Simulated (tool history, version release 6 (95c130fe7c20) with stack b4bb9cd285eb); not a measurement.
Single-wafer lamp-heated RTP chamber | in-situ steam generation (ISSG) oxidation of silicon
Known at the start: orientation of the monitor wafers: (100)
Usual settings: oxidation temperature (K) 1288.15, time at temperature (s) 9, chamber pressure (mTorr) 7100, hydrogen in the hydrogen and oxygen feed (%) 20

run   hour  oxidation temperature (K)  time at temperature (s)  chamber pressure (mTorr)  hydrogen in the hydrogen and oxygen feed (%)  read-back reference wafer on the same gauge, thickness  oxide thickness on the monitor wafer (angstrom)
  1    0.0                    1288.15                        9                      8000                                            20                                                   3.329                                            37.66
  2   16.0                    1288.15                        9                      8000                                            20                                                   3.327                                            37.62
  3   26.6                    1288.15                        9                      8000                                            20                                                   3.331                                            37.77
  4   37.7                    1288.15                        9                      7100                                            20                                                   3.329                                            37.28
  5   44.7                    1300.15                        9                      7100                                            20                                                   3.324                                            38.80
  6   53.5                    1300.15                        9                      7100                                            20                                                   3.334                                            39.57
      62.4  -- pressure gauge zeroed
  7   65.7                    1274.15                        9                      7100                                            20                                                   3.327                                            35.75
  8   75.0                    1274.15                        9                      7100                                            20                                                   3.328                                            35.48
  9   88.8                    1283.15                        9                      8200                                            20                                                   3.323                                            36.89
 10   99.8                    1283.15                        9                      8200                                            20                                                   3.328                                            36.66
 11  111.2                    1297.15                        8                      7100                                            20                                                   3.324                                            37.09
 12  121.0                    1300.15                        7                      7100                                            24                                                   3.328                                            36.68
     134.7  -- pyrometer window cleaned and pyrometer calibrated
 13  135.2                    1288.15                        9                      7100                                            20                                                   3.322                                            35.96
 14  137.8                    1288.15                        9                      7100                                            20                                                   3.331                                            36.26
 15  147.0                    1288.15                        9                      7100                                            20                                                   3.328                                            36.08
 16  160.9                    1288.15                        9                      7100                                            20                                                   3.336                                            36.64
 17  177.3                    1288.15                        9                      7100                                            20                                                   3.330                                            36.93
 18  192.0                    1303.15                        7                      7100                                            23                                                   3.339                                            36.04
 19  202.0                    1307.15                        6                      7100                                            20                                                   3.339                                            33.03
     210.4  -- gauge calibrated
 20  212.5                    1288.15                        9                      6900                                            17                                                   3.325                                            35.38
 21  225.2                    1288.15                        5                      7100                                            20                                                   3.323                                            28.73
 22  231.4                    1288.15                        9                      7500                                            20                                                   3.338                                            37.03
     246.4  -- hydrogen flow controller replaced
 23  246.9                    1288.15                        9                      7100                                            20                                                   3.337                                            37.09
 24  253.3                    1288.15                        9                      7100                                            30                                                   3.328                                            42.06
 25  269.9                    1288.15                        9                      7100                                            17                                                   3.331                                            35.98
 26  279.7                    1288.15                        9                      7100                                            23                                                   3.325                                            38.85
 27  289.7                    1302.15                       12                      6900                                            11                                                   3.341                                            39.09
 28  302.6                    1288.15                        9                      7100                                            20                                                   3.343                                            37.38
 29  317.9                    1288.15                        7                      8100                                            20                                                   3.328                                            33.33
 30  329.2                    1308.15                        6                      7100                                            11                                                   3.338                                            28.89
 31  341.2                    1288.15                        6                      7100                                            17                                                   3.319                                            30.23
 32  350.3                    1300.15                       12                      6900                                            23                                                   3.331                                            46.74

3 ways to go on from here, each from the tool as it stands after run 32. What would each give?
  A  350.7                    1288.15                        6                      7100                                            20                                                       ?                                                ?
  B  350.7                    1288.15                       10                      6900                                            13                                                       ?                                                ?
  C  350.7                    1294.15                       11                      6900                                            30                                                       ?                                                ?

run  read-back reference wafer on the same gauge, thickness  oxide thickness on the monitor wafer (angstrom)
  A                                                   3.341                                            31.32
  B                                                   3.341                                            35.13
  C                                                   3.341                                            47.13
Without the tool's hidden state the same runs would have given:
run  oxide thickness on the monitor wafer (angstrom)
  A                                            30.33
  B                                            33.79
  C                                            45.19

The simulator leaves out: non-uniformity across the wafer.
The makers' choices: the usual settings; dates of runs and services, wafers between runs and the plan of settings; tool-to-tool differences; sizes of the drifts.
